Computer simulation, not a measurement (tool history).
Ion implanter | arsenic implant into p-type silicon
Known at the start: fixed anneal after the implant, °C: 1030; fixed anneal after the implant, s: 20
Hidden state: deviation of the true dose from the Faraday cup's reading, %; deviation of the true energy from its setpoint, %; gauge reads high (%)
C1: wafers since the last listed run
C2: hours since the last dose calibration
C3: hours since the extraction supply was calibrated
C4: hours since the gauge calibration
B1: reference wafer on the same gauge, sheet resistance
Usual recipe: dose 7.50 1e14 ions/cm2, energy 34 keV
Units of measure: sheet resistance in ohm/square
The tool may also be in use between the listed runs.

{"run": 1, "hour": 0.0, "dose": 7.5, "energy": 34, "C1": 0, "C2": 1461.0, "C3": 4100.8, "C4": 697.5, "B1": 185.05, "sheet resistance": 161.4}
{"run": 2, "hour": 71.0, "dose": 7.5, "energy": 34, "C1": 1847, "C2": 1532.0, "C3": 4171.8, "C4": 768.5, "B1": 185.02, "sheet resistance": 161.56}
{"run": 3, "hour": 111.9, "dose": 7.5, "energy": 34, "C1": 1064, "C2": 1572.9, "C3": 4212.7, "C4": 809.4, "B1": 185.03, "sheet resistance": 160.82}
{"run": 4, "hour": 166.3, "dose": 7.5, "energy": 34, "C1": 1415, "C2": 1627.3, "C3": 4267.1, "C4": 863.8, "B1": 185.04, "sheet resistance": 161.84}
{"run": 5, "hour": 232.1, "dose": 8.14, "energy": 38, "C1": 1712, "C2": 1693.1, "C3": 4332.9, "C4": 929.6, "B1": 185.0, "sheet resistance": 149.23}
{"run": 6, "hour": 302.7, "dose": 7.5, "energy": 34, "C1": 1837, "C2": 1763.7, "C3": 4403.5, "C4": 1000.2, "B1": 185.03, "sheet resistance": 161.63}
{"run": 7, "hour": 365.4, "dose": 8.25, "energy": 34, "C1": 1631, "C2": 1826.4, "C3": 4466.2, "C4": 1062.9, "B1": 184.99, "sheet resistance": 151.0}
{"run": 8, "hour": 425.8, "dose": 8.25, "energy": 34, "C1": 1572, "C2": 1886.8, "C3": 4526.6, "C4": 1123.3, "B1": 185.08, "sheet resistance": 150.89}
{"hour": 475.0, "done": "Faraday cup replaced and dose calibrated"}
{"run": 9, "hour": 483.9, "dose": 8.25, "energy": 34, "C1": 1304, "C2": 8.9, "C3": 4584.7, "C4": 1181.4, "B1": 184.99, "sheet resistance": 148.62}
{"run": 10, "hour": 535.0, "dose": 8.69, "energy": 34, "C1": 1330, "C2": 60.0, "C3": 4635.8, "C4": 1232.5, "B1": 185.05, "sheet resistance": 144.27}
{"hour": 573.9, "done": "extraction supply calibrated"}
{"run": 11, "hour": 594.8, "dose": 8.69, "energy": 34, "C1": 1348, "C2": 119.8, "C3": 20.9, "C4": 1292.3, "B1": 184.96, "sheet resistance": 143.53}
{"run": 12, "hour": 649.4, "dose": 7.5, "energy": 42, "C1": 1421, "C2": 174.4, "C3": 75.5, "C4": 1346.9, "B1": 185.03, "sheet resistance": 154.04}
{"run": 13, "hour": 711.1, "dose": 7.5, "energy": 42, "C1": 1605, "C2": 236.1, "C3": 137.2, "C4": 1408.6, "B1": 184.97, "sheet resistance": 154.47}
{"run": 14, "hour": 735.5, "dose": 9.22, "energy": 42, "C1": 635, "C2": 260.5, "C3": 161.6, "C4": 1433.0, "B1": 184.97, "sheet resistance": 132.96}
{"run": 15, "hour": 803.1, "dose": 5.39, "energy": 25, "C1": 1759, "C2": 328.1, "C3": 229.2, "C4": 1500.6, "B1": 185.03, "sheet resistance": 214.31}
{"run": 16, "hour": 874.0, "dose": 8.97, "energy": 30, "C1": 1845, "C2": 399.0, "C3": 300.1, "C4": 1571.5, "B1": 185.05, "sheet resistance": 144.05}

Run 17, settings as shown, results not yet in. Your forecast:
{"run": 17, "hour": 911.0, "dose": 6.2, "energy": 41, "C1": 963, "C2": 436.0, "C3": 337.1, "C4": 1608.5, "B1": "?", "sheet resistance": "?"}

{"run 17": {"B1": 185.05, "sheet resistance": 179.4}}
Without the tool's hidden state the same run would have given sheet resistance 178.67 ohm/square.
